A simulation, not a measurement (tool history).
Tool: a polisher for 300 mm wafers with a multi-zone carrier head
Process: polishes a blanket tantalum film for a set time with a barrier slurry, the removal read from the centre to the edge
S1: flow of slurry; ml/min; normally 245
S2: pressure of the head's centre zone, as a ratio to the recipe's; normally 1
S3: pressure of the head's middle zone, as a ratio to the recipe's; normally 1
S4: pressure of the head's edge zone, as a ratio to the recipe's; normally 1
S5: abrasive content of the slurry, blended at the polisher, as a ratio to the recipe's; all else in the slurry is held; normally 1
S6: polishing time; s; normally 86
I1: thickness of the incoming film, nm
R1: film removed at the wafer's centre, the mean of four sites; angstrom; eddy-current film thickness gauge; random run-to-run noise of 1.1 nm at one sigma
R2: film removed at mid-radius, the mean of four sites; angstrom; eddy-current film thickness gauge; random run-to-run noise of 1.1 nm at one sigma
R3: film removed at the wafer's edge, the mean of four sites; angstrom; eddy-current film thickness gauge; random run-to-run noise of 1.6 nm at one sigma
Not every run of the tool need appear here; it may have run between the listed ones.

run	hour	S1	S2	S3	S4	S5	S6	I1	R1	R2	R3
1	0	190	1	1	1.1	0.8	95	432.3	1509	1500	1605
2	26.7	245	1.04	1	1.11	1	112	420	1962	1874	1973
3	45	175	1.07	1	0.93	1	66	436.4	1093	1039	1015
4	89.1	245	1	1	1.07	0.85	86	428.7	1351	1344	1389
5	124.2	245	1	1	1	1	86	422.3	1364	1375	1357
6	158	245	1.09	1	0.9	1	86	425.1	1508	1380	1284
7	180.9	190	1	1	0.95	0.9	86	432.2	1259	1274	1253
8	200.1	245	1	0.94	1.06	1	86	431.6	1340	1272	1391
# hour 212.2: worn pad replaced by a new one
9	219.6	245	1	1	1.11	1	86	431	1441	1441	1518
10	252	245	1	1	1	1	86	428.3	1406	1410	1433
11	280.2	225	1	1	0.91	1	86	429.9	1377	1372	1316
# hour 301.7: slurry nozzle cleaned
12	312	245	1	0.95	1	1.3	86	426.8	1487	1428	1484
13	331.3	245	1	0.88	1	1.2	66	429.6	1133	1001	1127
14	363.8	245	1	1	1.03	1	57	435	926	921	923
15	391.7	245	1	1	1	1	59	426.8	959	948	958
16	415.2	180	1	1	1	0.8	86	428.6	1273	1269	1283
# hour 435.2: worn pad replaced by a new one
# hour 471: edge zone pressure recalibrated
17	496.3	320	1.1	1	1	0.9	115	435.2	2163	1919	1891
18	524.4	245	1.04	1	1	0.75	97	429.8	1563	1513	1512
19	554.5	245	1	1.07	1	1	86	428.4	1374	1459	1370
20	571.8	245	1	0.89	1	1	86	429.9	1387	1256	1357
21	588.6	245	1.04	1.08	0.91	1	78	422.7	1319	1331	1219
22	612.7	245	1	1	1	1	86	435.7	1346	1356	1369

Consider 3 possible next runs. They are alternatives, not a sequence: every one starts from the tool as it was left by run 22. What does each give?
A	613.1	245	1	1	1	1	101	430.2	?	?	?
B	613.1	315	1	0.91	1	1	86	430.2	?	?	?
C	613.1	245	1	1	1.11	0.7	95	430.2	?	?	?

run	R1	R2	R3
A	1624	1598	1614
B	1431	1298	1410
C	1426	1403	1493
Stripped of hidden state, with their random variation kept, the same runs would have yielded:
run	R1	R2	R3
A	1807	1775	1784
B	1585	1435	1553
C	1587	1558	1649

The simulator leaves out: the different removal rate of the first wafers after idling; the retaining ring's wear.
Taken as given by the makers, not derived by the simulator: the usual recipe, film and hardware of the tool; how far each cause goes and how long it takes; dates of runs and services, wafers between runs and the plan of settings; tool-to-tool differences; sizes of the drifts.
